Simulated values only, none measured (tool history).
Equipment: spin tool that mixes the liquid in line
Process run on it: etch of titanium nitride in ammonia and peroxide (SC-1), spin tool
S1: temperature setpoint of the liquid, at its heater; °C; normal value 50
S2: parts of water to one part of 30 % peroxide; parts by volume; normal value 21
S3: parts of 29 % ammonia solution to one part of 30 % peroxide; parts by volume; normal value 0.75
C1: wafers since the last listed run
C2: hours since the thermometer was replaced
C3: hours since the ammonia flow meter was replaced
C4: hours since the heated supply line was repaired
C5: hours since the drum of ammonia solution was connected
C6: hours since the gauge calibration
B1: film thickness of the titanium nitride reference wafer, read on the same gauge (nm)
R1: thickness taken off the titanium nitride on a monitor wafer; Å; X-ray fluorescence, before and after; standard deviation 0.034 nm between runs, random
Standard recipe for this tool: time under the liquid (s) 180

run 1 hour=0 | S1=50 S2=21 S3=0.75 time_under_the_liquid_(s)=180 | C1=0 C2=657.5 C3=719.9 C4=1673.6 C5=465.7 C6=1800.5 | B1=89.975 | R1=38.59
run 2 hour=64.4 | S1=50 S2=21 S3=0.75 time_under_the_liquid_(s)=180 | C1=562 C2=721.9 C3=784.3 C4=1738 C5=530.1 C6=1864.9 | B1=89.99 | R1=38.76
run 3 hour=145.7 | S1=54 S2=26.5 S3=0.75 time_under_the_liquid_(s)=180 | C1=710 C2=803.2 C3=865.6 C4=1819.3 C5=611.4 C6=1946.2 | B1=90.018 | R1=44.39
run 4 hour=200.6 | S1=54 S2=26.5 S3=0.75 time_under_the_liquid_(s)=180 | C1=479 C2=858.1 C3=920.5 C4=1874.2 C5=666.3 C6=2001.1 | B1=89.967 | R1=44.66
run 5 hour=280.9 | S1=54 S2=26.5 S3=0.75 time_under_the_liquid_(s)=180 | C1=701 C2=938.4 C3=1000.8 C4=1954.5 C5=746.6 C6=2081.4 | B1=90.055 | R1=44.41
run 6 hour=379.9 | S1=50 S2=21 S3=0.55 time_under_the_liquid_(s)=180 | C1=864 C2=1037.4 C3=1099.8 C4=2053.5 C5=845.6 C6=2180.4 | B1=90.025 | R1=36.76
-- hour=505.2 thermometer replaced
run 7 hour=703.8 | S1=50 S2=21 S3=0.55 time_under_the_liquid_(s)=180 | C1=2820 C2=198.6 C3=1423.7 C4=2377.4 C5=1169.5 C6=2504.3 | B1=89.97 | R1=36.35
-- hour=754.8 new drum of ammonia solution connected
run 8 hour=783.7 | S1=50 S2=21 S3=0.55 time_under_the_liquid_(s)=180 | C1=689 C2=278.5 C3=1503.6 C4=2457.3 C5=28.9 C6=2584.2 | B1=89.98 | R1=36.05
-- hour=952 ammonia flow meter replaced
run 9 hour=1092.2 | S1=50 S2=21 S3=0.75 time_under_the_liquid_(s)=180 | C1=2686 C2=587 C3=140.2 C4=2765.8 C5=337.4 C6=2892.7 | B1=90.034 | R1=37.77
run 10 hour=1194.8 | S1=50 S2=21 S3=0.75 time_under_the_liquid_(s)=180 | C1=896 C2=689.6 C3=242.8 C4=2868.4 C5=440 C6=2995.3 | B1=90.032 | R1=37.97
run 11 hour=1233.7 | S1=54 S2=26.5 S3=0.75 time_under_the_liquid_(s)=180 | C1=339 C2=728.5 C3=281.7 C4=2907.3 C5=478.9 C6=3034.2 | B1=90.006 | R1=43.45
run 12 hour=1314.8 | S1=54 S2=26.5 S3=0.75 time_under_the_liquid_(s)=180 | C1=708 C2=809.6 C3=362.8 C4=2988.4 C5=560 C6=3115.3 | B1=89.985 | R1=43.09
run 13 hour=1501.4 | S1=43.5 S2=21 S3=0.75 time_under_the_liquid_(s)=180 | C1=1630 C2=996.2 C3=549.4 C4=3175 C5=746.6 C6=3301.9 | B1=90.017 | R1=23.51
-- hour=1542.5 thermometer replaced
run 14 hour=1550.8 | S1=59 S2=30.5 S3=1 time_under_the_liquid_(s)=260 | C1=422 C2=8.3 C3=598.8 C4=3224.4 C5=796 C6=3351.3 | B1=89.966 | R1=85.13
run 15 hour=1648.9 | S1=40 S2=16.5 S3=1 time_under_the_liquid_(s)=180 | C1=857 C2=106.4 C3=696.9 C4=3322.5 C5=894.1 C6=3449.4 | B1=90.039 | R1=21.37
run 16 hour=1700.9 | S1=59 S2=21 S3=0.9 time_under_the_liquid_(s)=275 | C1=454 C2=158.4 C3=748.9 C4=3374.5 C5=946.1 C6=3501.4 | B1=90.013 | R1=109.61
-- hour=1821.7 heated supply line repaired
-- hour=1872.6 new drum of ammonia solution connected
run 17 hour=1879.6 | S1=50 S2=21 S3=0.75 time_under_the_liquid_(s)=180 | C1=1543 C2=337.1 C3=927.6 C4=57.9 C5=7 C6=3680.1 | B1=90.058 | R1=40.82
-- hour=1930.1 gauge calibrated
run 18 hour=1961 | S1=46 S2=21 S3=0.35 time_under_the_liquid_(s)=180 | C1=711 C2=418.5 C3=1009 C4=139.3 C5=88.4 C6=30.9 | B1=89.962 | R1=26.48
run 19 hour=2052 | S1=50 S2=21 S3=0.9 time_under_the_liquid_(s)=90 | C1=794 C2=509.5 C3=1100 C4=230.3 C5=179.4 C6=121.9 | B1=89.994 | R1=21.1
run 20 hour=2098.8 | S1=56.5 S2=21 S3=0.75 time_under_the_liquid_(s)=145 | C1=408 C2=556.3 C3=1146.8 C4=277.1 C5=226.2 C6=168.7 | B1=89.942 | R1=50.37
run 21 hour=2147.8 | S1=50 S2=21 S3=0.75 time_under_the_liquid_(s)=180 | C1=428 C2=605.3 C3=1195.8 C4=326.1 C5=275.2 C6=217.7 | B1=90.01 | R1=40.78
run 22 hour=2198.8 | S1=50 S2=21 S3=0.55 time_under_the_liquid_(s)=105 | C1=445 C2=656.3 C3=1246.8 C4=377.1 C5=326.2 C6=268.7 | B1=89.968 | R1=22.49
run 23 hour=2261.9 | S1=50 S2=21 S3=0.75 time_under_the_liquid_(s)=180 | C1=551 C2=719.4 C3=1309.9 C4=440.2 C5=389.3 C6=331.8 | B1=90.011 | R1=41.15
run 24 hour=2356.2 | S1=50 S2=21 S3=1.15 time_under_the_liquid_(s)=180 | C1=823 C2=813.7 C3=1404.2 C4=534.5 C5=483.6 C6=426.1 | B1=90.012 | R1=43.04
run 25 hour=2557.4 | S1=42.5 S2=21 S3=0.75 time_under_the_liquid_(s)=220 | C1=1757 C2=1014.9 C3=1605.4 C4=735.7 C5=684.8 C6=627.3 | B1=90.006 | R1=29.14

What if the next run were any one of these 3? Each begins from the tool's condition after run 25:
run A hour=2557.9 | S1=50 S2=21 S3=0.75 time_under_the_liquid_(s)=180 | C1=4 C2=1015.4 C3=1605.9 C4=736.2 C5=685.3 C6=627.8 | B1=? | R1=?
run B hour=2557.9 | S1=57 S2=21 S3=0.75 time_under_the_liquid_(s)=180 | C1=4 C2=1015.4 C3=1605.9 C4=736.2 C5=685.3 C6=627.8 | B1=? | R1=?
run C hour=2557.9 | S1=44.5 S2=16.5 S3=0.75 time_under_the_liquid_(s)=250 | C1=4 C2=1015.4 C3=1605.9 C4=736.2 C5=685.3 C6=627.8 | B1=? | R1=?

run=A B1=89.963 R1=40.22
run=B B1=89.963 R1=64.88
run=C B1=89.963 R1=43.14
Had the tool no hidden state, the same runs would have come out as:
run=A R1=41.12
run=B R1=66.29
run=C R1=44.14
